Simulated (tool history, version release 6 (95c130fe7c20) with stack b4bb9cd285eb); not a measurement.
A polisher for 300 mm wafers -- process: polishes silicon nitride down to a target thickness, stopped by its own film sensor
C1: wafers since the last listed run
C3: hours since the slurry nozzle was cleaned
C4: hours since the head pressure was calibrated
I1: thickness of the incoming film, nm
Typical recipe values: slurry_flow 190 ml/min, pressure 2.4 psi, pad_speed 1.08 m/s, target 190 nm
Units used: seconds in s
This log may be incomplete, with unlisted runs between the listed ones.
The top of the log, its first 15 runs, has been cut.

run 16 hour=1074.2 | slurry_flow=130 pressure=1.7 pad_speed=1.08 target=228 | C1=394 wafers_polished_on_this_pad=1385 C3=861.4 C4=528.7 | I1=329.7 | seconds=128.4
-- hour=1114.7 slurry nozzle cleaned
run 17 hour=1130.3 | slurry_flow=190 pressure=2.4 pad_speed=1.28 target=217 | C1=484 wafers_polished_on_this_pad=1870 C3=15.6 C4=584.8 | I1=329.2 | seconds=93.2
run 18 hour=1223.8 | slurry_flow=190 pressure=2.4 pad_speed=1.08 target=190 | C1=822 wafers_polished_on_this_pad=2693 C3=109.1 C4=678.3 | I1=333.9 | seconds=139.1
run 19 hour=1266.7 | slurry_flow=170 pressure=2.4 pad_speed=1.18 target=190 | C1=377 wafers_polished_on_this_pad=3070 C3=152 C4=721.2 | I1=335.5 | seconds=133.7
run 20 hour=1325.9 | slurry_flow=150 pressure=2.7 pad_speed=1.08 target=190 | C1=521 wafers_polished_on_this_pad=3591 C3=211.2 C4=780.4 | I1=329.8 | seconds=131.1
-- hour=1352.1 worn pad replaced by a new one
-- hour=1354.4 head pressure recalibrated
run 21 hour=1381.9 | slurry_flow=230 pressure=2.1 pad_speed=1.08 target=231 | C1=440 wafers_polished_on_this_pad=244 C3=267.2 C4=27.5 | I1=330.4 | seconds=100
run 22 hour=1438.4 | slurry_flow=190 pressure=1.6 pad_speed=1.08 target=147 | C1=497 wafers_polished_on_this_pad=741 C3=323.7 C4=84 | I1=334.9 | seconds=249.2
run 23 hour=1521.7 | slurry_flow=235 pressure=2.4 pad_speed=0.84 target=149 | C1=733 wafers_polished_on_this_pad=1475 C3=407 C4=167.3 | I1=332.2 | seconds=210.6
run 24 hour=1621.8 | slurry_flow=190 pressure=2.4 pad_speed=1.08 target=190 | C1=880 wafers_polished_on_this_pad=2355 C3=507.1 C4=267.4 | I1=328.4 | seconds=136.3
run 25 hour=1696.8 | slurry_flow=190 pressure=2.4 pad_speed=1.42 target=190 | C1=660 wafers_polished_on_this_pad=3016 C3=582.1 C4=342.4 | I1=324.2 | seconds=107.1
run 26 hour=1739.1 | slurry_flow=190 pressure=2.4 pad_speed=1.08 target=190 | C1=372 wafers_polished_on_this_pad=3388 C3=624.4 C4=384.7 | I1=330.4 | seconds=137.1
-- hour=1795.3 worn pad replaced by a new one
run 27 hour=1818.4 | slurry_flow=190 pressure=2.4 pad_speed=1.08 target=174 | C1=662 wafers_polished_on_this_pad=203 C3=703.7 C4=464 | I1=330.9 | seconds=147
run 28 hour=1918.1 | slurry_flow=240 pressure=2.9 pad_speed=1.36 target=190 | C1=877 wafers_polished_on_this_pad=1081 C3=803.4 C4=563.7 | I1=325.7 | seconds=92.6
run 29 hour=2007.5 | slurry_flow=255 pressure=2.4 pad_speed=1.08 target=190 | C1=786 wafers_polished_on_this_pad=1867 C3=892.8 C4=653.1 | I1=330.8 | seconds=133.6

Predict the results of run 30:
-- hour=2031.5 slurry nozzle cleaned
run 30 hour=2049.9 | slurry_flow=225 pressure=2.6 pad_speed=1.08 target=190 | C1=364 wafers_polished_on_this_pad=2232 C3=18.4 C4=695.5 | I1=331.4 | seconds=?

seconds: 123.1 s
If the tool had no hidden condition, the same run with the same run-to-run variation would have returned seconds 116.3 s.
